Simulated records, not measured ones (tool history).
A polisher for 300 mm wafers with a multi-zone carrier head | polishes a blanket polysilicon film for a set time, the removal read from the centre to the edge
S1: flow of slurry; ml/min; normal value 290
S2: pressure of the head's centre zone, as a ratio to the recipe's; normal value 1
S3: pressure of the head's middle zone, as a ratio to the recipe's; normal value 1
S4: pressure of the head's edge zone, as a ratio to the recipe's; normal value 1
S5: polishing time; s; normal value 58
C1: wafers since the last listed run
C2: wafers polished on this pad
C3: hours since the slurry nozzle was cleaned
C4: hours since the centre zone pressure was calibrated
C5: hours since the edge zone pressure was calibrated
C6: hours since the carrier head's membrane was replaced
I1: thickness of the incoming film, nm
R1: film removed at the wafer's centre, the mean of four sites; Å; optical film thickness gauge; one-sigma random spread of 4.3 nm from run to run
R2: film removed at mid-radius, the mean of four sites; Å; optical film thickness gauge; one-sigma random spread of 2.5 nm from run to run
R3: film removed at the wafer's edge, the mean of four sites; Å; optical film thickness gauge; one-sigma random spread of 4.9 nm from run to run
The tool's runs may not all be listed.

run   hour   S1    S2    S3    S4  S5   C1    C2     C3     C4     C5     C6      I1    R1    R2    R3
  1      0  290     1  1.07     1  58    0     2   10.2  199.4  141.2   45.9    1317  3629  3999  3695
  2   18.9  290     1     1     1  58  119   122   29.1  218.3  160.1   64.8  1314.8  3415  3711  3664
  3   36.6  290  0.91  0.88   1.1  43  111   234   46.8    236  177.8   82.5  1304.9  2382  2404  2762
  4   63.1  290     1  1.03     1  58  167   401   73.3  262.5  204.3    109  1294.1  3333  3608  3429
  5   86.4  290     1  0.96     1  58  147   548   96.6  285.8  227.6  132.3    1330  3254  3362  3319
     114.1  -- centre zone pressure recalibrated
  6  122.1  290  1.05     1     1  58  212   761  132.3      8  263.3    168  1281.9  3429  3409  3358
  7  134.5  290     1  1.03  0.95  58   78   839  144.7   20.4  275.7  180.4    1334  3366  3483  3308
  8  168.1  290  1.09     1     1  58  212  1051  178.3     54  309.3    214  1311.9  3491  3370  3309
  9    183  290  1.03     1  0.89  58   94  1145  193.2   68.9  324.2  228.9  1303.7  3317  3378  3152
 10  196.9  290     1     1     1  58   87  1233  207.1   82.8  338.1  242.8  1317.8  3252  3335  3317
     203.7  -- worn pad replaced by a new one
 11  232.2  290     1     1  0.94  58  197   180  242.4  118.1  373.4  278.1  1319.8  3578  3765  3584
 12  261.6  245     1     1  0.89  69  185   365  271.8  147.5  402.8  307.5  1320.5  3972  4180  3978
 13  290.9  365     1     1     1  77  185   550  301.1  176.8  432.1  336.8  1317.3  4539  4807  4731
 14  317.4  290     1     1  1.07  58  167   718  327.6  203.3  458.6  363.3  1320.1  3286  3526  3583
 15  341.9  360     1  0.92  0.94  58  154   872  352.1  227.8  483.1  387.8  1313.9  3370  3332  3426
     351.2  -- slurry nozzle cleaned
 16  369.5  290  1.08  0.93     1  58  167  1040   18.3  255.4  510.7  415.4  1295.3  3402  3253  3514
     390.4  -- centre zone pressure recalibrated
 17  394.9  290  0.93  0.94  0.89  58  147  1188   43.7    4.5  536.1  440.8  1313.1  3284  3245  3235
     411.1  -- worn pad replaced by a new one
 18    422  360     1     1     1  50  145    68   70.8   31.6  563.2  467.9  1312.9  3323  3365  3282
 19  438.8  255  1.03     1     1  46  106   174   87.6   48.4    580  484.7  1312.9  2893  2934  2890
 20  465.1  290     1     1  0.97  75  166   340  113.9   74.7  606.3    511  1304.4  4615  4662  4547
 21  497.5  385  0.91  0.93  0.95  58  204   545  146.3  107.1  638.7  543.4    1328  3213  3413  3524

Consider 5 possible next runs. They are alternatives, not a sequence: every one starts from the tool as it was left by run 21. What does each give?
  A  497.9  290     1     1     1  58   2  548  146.7  107.5  639.1  543.8  1293.6   ?   ?   ?
  B  497.9  360  1.04     1     1  58   2  548  146.7  107.5  639.1  543.8  1293.6   ?   ?   ?
  C  497.9  290  1.09  1.08  1.11  40   2  548  146.7  107.5  639.1  543.8  1293.6   ?   ?   ?
  D  497.9  290     1  1.05     1  58   2  548  146.7  107.5  639.1  543.8  1293.6   ?   ?   ?
  E  497.9  290  1.05     1     1  78   2  548  146.7  107.5  639.1  543.8  1293.6   ?   ?   ?

run    R1    R2    R3
  A  3428  3539  3515
  B  3615  3613  3572
  C  2527  2604  2550
  D  3429  3688  3513
  E  4785  4758  4727
Without the tool's unlogged condition, the same runs would have read:
run    R1    R2    R3
  A  3935  3878  3853
  B  4149  3960  3915
  C  2900  2854  2795
  D  3936  4042  3850
  E  5491  5214  5181
